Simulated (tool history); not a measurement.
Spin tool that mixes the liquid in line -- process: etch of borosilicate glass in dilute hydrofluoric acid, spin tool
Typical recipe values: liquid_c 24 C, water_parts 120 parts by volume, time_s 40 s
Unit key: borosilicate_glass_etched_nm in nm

run,hour,liquid_c,water_parts,time_s,"read-back film thickness of the borosilicate glass reference wafer, read on the same gauge (nm)",borosilicate_glass_etched_nm
1,0,24,120,50,99.97,10.81
2,61.7,27.5,120,40,100,9.85
3,118,27.5,120,40,99.95,9.96
4,192.4,24,120,40,100,8.77
5,275.2,24,120,40,100.07,8.91
6,337.6,21,120,40,100.02,7.74
7,386.6,20.5,120,40,100.04,7.64
8,456.3,20.5,120,40,99.99,7.68
9,560.1,20.5,120,40,99.99,7.84
10,658.1,24,120,20,100.01,4.5
11,721.5,24,75,40,100,15.29
12,808.2,24,60,55,100.02,26.74
# hour 899: thermometer replaced
# hour 1006.1: hydrofluoric acid flow meter replaced
13,1078.6,21,155,30,100,4.08
14,1147,24,65,60,100,24.56
# hour 1149.8: gauge calibrated
15,1224.9,19,120,30,100.04,5.09
16,1274,25.5,120,40,99.99,8.81
17,1371.3,20.5,140,20,100.05,3.02
18,1439.3,27.5,65,40,100,18.85
19,1529.9,22.5,165,55,100,7.69
20,1587,24,120,15,100.07,3.16
21,1640.9,24,65,60,100,25.2
22,1725.1,25.5,120,40,99.99,9.12

Branching from run 22: 4 alternative next runs. What would each branch give?
A,1725.5,24,120,40,?,?
B,1725.5,20.5,85,30,?,?
C,1725.5,24,120,30,?,?
D,1725.5,28.5,120,40,?,?

run,"read-back film thickness of the borosilicate glass reference wafer, read on the same gauge (nm)",borosilicate_glass_etched_nm
A,100.03,8.59
B,100.03,8.22
C,100.03,6.45
D,100.03,10.21
The same runs, with their run-to-run variation unchanged, on a tool lacking any hidden condition would have given:
run,borosilicate_glass_etched_nm
A,8.15
B,7.81
C,6.11
D,9.68
